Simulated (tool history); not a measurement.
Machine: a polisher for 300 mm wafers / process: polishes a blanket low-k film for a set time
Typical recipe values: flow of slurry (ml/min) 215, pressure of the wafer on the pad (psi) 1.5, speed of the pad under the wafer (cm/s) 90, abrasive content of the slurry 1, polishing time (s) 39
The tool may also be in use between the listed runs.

run,hour,flow of slurry (ml/min),pressure of the wafer on the pad (psi),speed of the pad under the wafer (cm/s),abrasive content of the slurry,polishing time (s),"incoming thickness of the incoming film, nm",film removed (Å)
1,0,215,1.3,90,1,34,618.6,84
2,13.1,215,1.5,90,1,39,613.8,109
# hour 33.8: worn pad replaced by a new one
3,43.3,215,1.5,90,1,39,615.9,108
4,63.2,215,1.5,90,1,39,623.9,107
5,94.3,215,1.5,110,1,39,608,127
# hour 102.2: slurry blender recalibrated
6,118.9,215,1.5,110,1,39,626.1,127
7,131.2,215,1.5,110,1,39,628.9,127
8,166.7,215,1.5,90,1,35,626.6,97
# hour 175.5: head pressure recalibrated
9,180.5,215,1.3,120,1,39,629.9,118
# hour 196: slurry nozzle cleaned
# hour 205.7: worn pad replaced by a new one
10,208.4,215,1.5,90,1,39,622.9,116
11,241.6,265,1.5,90,1,39,618.2,116
12,261.4,215,1.5,90,1,51,628.3,148
# hour 276.9: slurry blender recalibrated
13,278.2,215,1.5,66,0.85,39,620.2,81
14,295.7,260,1.2,108,1,45,619.5,126
15,330.6,195,1.5,90,1,39,622.9,109
16,347.1,215,1.2,90,1,33,617.5,75
17,362.9,215,1.5,72,0.75,31,616.9,63
# hour 366.7: conditioning disc replaced and pad reconditioned
# hour 370.3: worn pad replaced by a new one
18,398.8,215,1.5,90,1.15,39,620,114
19,422.7,215,1.5,90,1,39,611.8,108
# hour 433.6: slurry blender recalibrated
20,454.2,255,1.5,90,1.1,43,622.4,128
# hour 473.8: slurry nozzle cleaned
21,476.4,215,1.5,90,0.85,39,616.9,110
22,488.8,215,1.5,90,1,32,613.7,95
23,503.2,275,1.5,90,1,39,629.6,118
24,521,215,1.5,90,1,39,622.7,115
# hour 552.9: worn pad replaced by a new one
25,553.4,215,1.5,90,1.25,32,614.6,102
26,581.7,215,1.5,90,1,39,627.6,113
27,601,215,1.5,90,0.9,39,614.3,108

Branching from run 27: 3 alternative next runs. What would each branch give?
A,601.4,215,1.5,90,0.75,39,627.8,?
B,601.4,280,1.5,90,1,30,627.8,?
C,601.4,165,1.3,90,0.7,39,627.8,?

run,film removed (Å)
A,97
B,89
C,77
Take away the tool's hidden state, keep each run's random variation, and the runs would have read:
run,film removed (Å)
A,101
B,92
C,82
